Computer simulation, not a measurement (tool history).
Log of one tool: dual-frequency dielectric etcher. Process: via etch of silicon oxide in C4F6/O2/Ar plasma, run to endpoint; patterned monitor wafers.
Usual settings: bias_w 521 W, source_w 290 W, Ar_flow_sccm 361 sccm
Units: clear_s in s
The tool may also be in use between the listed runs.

run    hour  bias_w  source_w  Ar_flow_sccm  wafers since the last listed run  hours since the last wet clean  hours since the last bias power generator calibration  hours since the last source power generator calibration  hours since the last Ar flow controller change  hours since the last upper electrode change  incoming incoming film thickness, nm  clear_s
  1     0.0     521       290           361                                 0                           239.9                                                 3917.1                                                     19.8                                          3432.6                                        119.0                                 103.6     24.8
  2    50.8     521       290           361                               461                           290.7                                                 3967.9                                                     70.6                                          3483.4                                        169.8                                 103.1     24.7
  3    99.7     521       290           361                               443                           339.6                                                 4016.8                                                    119.5                                          3532.3                                        218.7                                 103.5     24.8
  4   152.0     478       290           361                               474                           391.9                                                 4069.1                                                    171.8                                          3584.6                                        271.0                                 103.5     25.7
  5   203.8     478       290           361                               470                           443.7                                                 4120.9                                                    223.6                                          3636.4                                        322.8                                 104.1     25.8
  6   228.9     521       290           413                               227                           468.8                                                 4146.0                                                    248.7                                          3661.5                                        347.9                                 102.4     25.1
  7   267.9     521       290           439                               353                           507.8                                                 4185.0                                                    287.7                                          3700.5                                        386.9                                 103.0     25.4
  8   293.7     573       310           420                               234                           533.6                                                 4210.8                                                    313.5                                          3726.3                                        412.7                                 101.8     23.3
  9   323.2     521       230           447                               267                           563.1                                                 4240.3                                                    343.0                                          3755.8                                        442.2                                 103.6     28.7
 10   350.1     642       350           361                               244                           590.0                                                 4267.2                                                    369.9                                          3782.7                                        469.1                                 104.1     21.4
      360.8  -- bias power generator calibrated
 11   388.5     521       320           361                               312                           628.4                                                   27.7                                                    408.3                                          3821.1                                        507.5                                 104.0     23.9
      417.0  -- wet clean of the chamber
 12   426.1     521       290           361                               123                             9.1                                                   65.3                                                    445.9                                          3858.7                                        545.1                                 102.8     24.8
 13   457.9     521       290           361                               288                            40.9                                                   97.1                                                    477.7                                          3890.5                                        576.9                                 103.8     25.0
      506.0  -- Ar flow controller replaced
 14   529.9     415       320           282                               599                           112.9                                                  169.1                                                    549.7                                            23.9                                        648.9                                 103.9     25.3
 15   564.5     448       290           361                               314                           147.5                                                  203.7                                                    584.3                                            58.5                                        683.5                                 103.9     26.6
 16   623.9     424       330           388                               539                           206.9                                                  263.1                                                    643.7                                           117.9                                        742.9                                 102.7     25.3
 17   660.9     521       290           361                               335                           243.9                                                  300.1                                                    680.7                                           154.9                                        779.9                                 102.6     24.8
 18   704.6     425       350           394                               396                           287.6                                                  343.8                                                    724.4                                           198.6                                        823.6                                 102.6     24.8
 19   743.1     428       340           324                               349                           326.1                                                  382.3                                                    762.9                                           237.1                                        862.1                                 103.8     24.7
 20   767.7     471       290           361                               223                           350.7                                                  406.9                                                    787.5                                           261.7                                        886.7                                 104.5     26.2
 21   821.6     521       340           334                               489                           404.6                                                  460.8                                                    841.4                                           315.6                                        940.6                                 104.7     23.4
 22   879.5     521       290           361                               525                           462.5                                                  518.7                                                    899.3                                           373.5                                        998.5                                 104.1     25.2
 23   943.3     521       290           361                               579                           526.3                                                  582.5                                                    963.1                                           437.3                                       1062.3                                 103.2     24.8
     1002.5  -- wet clean of the chamber
 24  1003.0     521       290           361                               324                             0.5                                                  642.2                                                   1022.8                                           497.0                                       1122.0                                 103.1     25.1
 25  1188.2     428       340           324                              1680                           185.7                                                  827.4                                                   1208.0                                           682.2                                       1307.2                                 102.7     24.5
 26  1250.5     521       290           361                               565                           248.0                                                  889.7                                                   1270.3                                           744.5                                       1369.5                                 103.1     25.1
 27  1317.1     521       230           447                               604                           314.6                                                  956.3                                                   1336.9                                           811.1                                       1436.1                                 103.6     28.9
 28  1369.3     393       340           361                               473                           366.8                                                 1008.5                                                   1389.1                                           863.3                                       1488.3                                 104.5     26.2
 29  1424.1     521       310           447                               497                           421.6                                                 1063.3                                                   1443.9                                           918.1                                       1543.1                                 102.7     24.8
 30  1495.8     611       320           310                               650                           493.3                                                 1135.0                                                   1515.6                                           989.8                                       1614.8                                 104.6     22.7

How the hidden state differs across the entries between the runs, from the last listed run before each to the first after it:
Between runs 10 and 11: bias power generator calibrated (hour 360.8)
  source power that arrives over what is set, %: -2.22 -> -2.38
  measured less the result without the state, clear_s: +0.2 -> +0.2 s
Between runs 11 and 12: wet clean of the chamber (hour 417.0)
  source power that arrives over what is set, %: -2.38 -> -2.53
  measured less the result without the state, clear_s: +0.2 -> +0.3 s
Between runs 13 and 14: Ar flow controller replaced (hour 506.0)
  source power that arrives over what is set, %: -2.65 -> -2.91
  measured less the result without the state, clear_s: +0.3 -> +0.4 s
Between runs 23 and 24: wet clean of the chamber (hour 1002.5)
  source power that arrives over what is set, %: -3.98 -> -4.09
  measured less the result without the state, clear_s: +0.4 -> +0.5 s
